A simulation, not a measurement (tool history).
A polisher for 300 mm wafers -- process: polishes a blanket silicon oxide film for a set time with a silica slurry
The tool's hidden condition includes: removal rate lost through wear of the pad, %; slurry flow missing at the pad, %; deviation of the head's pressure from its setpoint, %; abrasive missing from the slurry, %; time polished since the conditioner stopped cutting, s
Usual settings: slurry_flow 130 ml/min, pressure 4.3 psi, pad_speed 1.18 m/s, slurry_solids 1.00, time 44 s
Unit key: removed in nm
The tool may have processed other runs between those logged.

run   hour  slurry_flow  pressure  pad_speed  slurry_solids  time  wafers since the last listed run  wafers polished on this pad  hours since the slurry nozzle was cleaned  hours since the head pressure was calibrated  hours since the slurry blender was calibrated  hours since the conditioning disc was replaced  incoming thickness of the incoming film, nm  removed
  1    0.0          130       4.3       1.18           1.00    44                                 0                         1323                                      173.2                                        1160.7                                           54.7                                            98.8                                        959.6    174.6
      25.0  -- worn pad replaced by a new one
  2   25.5          130       4.3       1.18           1.00    44                               147                            3                                      198.7                                        1186.2                                           80.2                                           124.3                                        988.7    173.6
  3   44.8          130       4.3       1.18           1.00    44                               132                          136                                      218.0                                        1205.5                                           99.5                                           143.6                                        967.4    173.2
  4   79.3          130       4.3       1.18           1.00    44                               237                          373                                      252.5                                        1240.0                                          134.0                                           178.1                                        948.9    174.2
  5  104.2          130       4.3       1.46           1.00    38                               171                          544                                      277.4                                        1264.9                                          158.9                                           203.0                                        961.4    178.1
  6  129.3          130       4.3       1.18           1.00    52                               172                          717                                      302.5                                        1290.0                                          184.0                                           228.1                                        962.3    206.5
     136.8  -- head pressure recalibrated
     159.5  -- slurry blender recalibrated
  7  163.1          130       5.3       1.18           1.15    44                               204                          922                                      336.3                                          26.3                                            3.6                                           261.9                                        954.6    210.3
  8  186.6          130       4.3       1.18           1.15    44                               161                         1084                                      359.8                                          49.8                                           27.1                                           285.4                                        986.6    181.4
     208.7  -- worn pad replaced by a new one
  9  209.2          110       4.3       1.18           1.00    38                               127                            3                                      382.4                                          72.4                                           49.7                                           308.0                                        967.7    144.6
 10  234.8          130       4.3       1.18           1.00    40                               176                          179                                      408.0                                          98.0                                           75.3                                           333.6                                        989.5    157.3
 11  252.2           85       3.7       1.18           1.00    44                               119                          299                                      425.4                                         115.4                                           92.7                                           351.0                                        970.7    144.8
 12  265.8          130       4.3       1.18           1.00    44                                93                          392                                      439.0                                         129.0                                          106.3                                           364.6                                        978.1    173.6
 13  292.4          130       4.3       1.18           1.00    49                               182                          575                                      465.6                                         155.6                                          132.9                                           391.2                                        974.2    192.1
     309.1  -- slurry nozzle cleaned
 14  327.1          130       4.3       1.18           1.00    44                               231                          807                                       18.0                                         190.3                                          167.6                                           425.9                                        986.0    175.3
 15  346.2          130       5.5       1.18           1.00    44                               131                          938                                       37.1                                         209.4                                          186.7                                           445.0                                        954.4    205.5
     367.9  -- slurry blender recalibrated
 16  371.3          130       4.3       1.18           1.00    44                               158                         1097                                       62.2                                         234.5                                            3.4                                           470.1                                        983.6    171.2
     389.8  -- worn pad replaced by a new one
     444.5  -- conditioning disc replaced and pad reconditioned
 17  465.8          130       4.3       1.18           1.00    44                               608                          509                                      156.7                                         329.0                                           97.9                                            21.3                                        974.6    172.1
 18  542.8          130       3.5       0.86           1.00    32                               529                         1039                                      233.7                                         406.0                                          174.9                                            98.3                                        976.3     86.8
     555.6  -- slurry blender recalibrated
 19  568.5          165       4.3       1.18           1.00    44                               163                         1202                                      259.4                                         431.7                                           12.9                                           124.0                                        949.5    180.1
     577.8  -- worn pad replaced by a new one
 20  600.6          130       3.8       0.78           0.80    55                               193                          156                                      291.5                                         463.8                                           45.0                                           156.1                                        972.1    131.6
 21  619.4          145       3.8       1.18           1.00    44                               129                          286                                      310.3                                         482.6                                           63.8                                           174.9                                        974.5    165.4
 22  647.2          130       4.3       1.18           1.00    44                               191                          477                                      338.1                                         510.4                                           91.6                                           202.7                                        984.8    173.8
 23  668.7          130       4.3       1.18           1.00    33                               147                          625                                      359.6                                         531.9                                          113.1                                           224.2                                        972.6    129.9
 24  683.3          155       4.3       1.52           1.00    57                               100                          725                                      374.2                                         546.5                                          127.7                                           238.8                                        977.8    283.3
 25  696.8          130       4.3       1.18           1.00    44                                92                          818                                      387.7                                         560.0                                          141.2                                           252.3                                        976.5    174.4

5 ways to go on from here, each from the tool as it stands after run 25. What would each give?
  A  697.2          130       4.3       1.48           1.00    44                                 2                          821                                      388.1                                         560.4                                          141.6                                           252.7                                        985.5        ?
  B  697.2          130       3.8       0.88           1.15    37                                 2                          821                                      388.1                                         560.4                                          141.6                                           252.7                                        985.5        ?
  C  697.2          155       4.3       1.56           1.00    44                                 2                          821                                      388.1                                         560.4                                          141.6                                           252.7                                        985.5        ?
  D  697.2          130       5.5       1.18           0.85    32                                 2                          821                                      388.1                                         560.4                                          141.6                                           252.7                                        985.5        ?
  E  697.2          155       3.4       1.18           1.00    44                                 2                          821                                      388.1                                         560.4                                          141.6                                           252.7                                        985.5        ?

run  removed
  A    209.7
  B    113.3
  C    224.8
  D    141.1
  E    155.5
The same runs, with their run-to-run variation unchanged, on a tool lacking any hidden condition would have given:
run  removed
  A    209.7
  B    113.3
  C    224.8
  D    141.1
  E    155.5
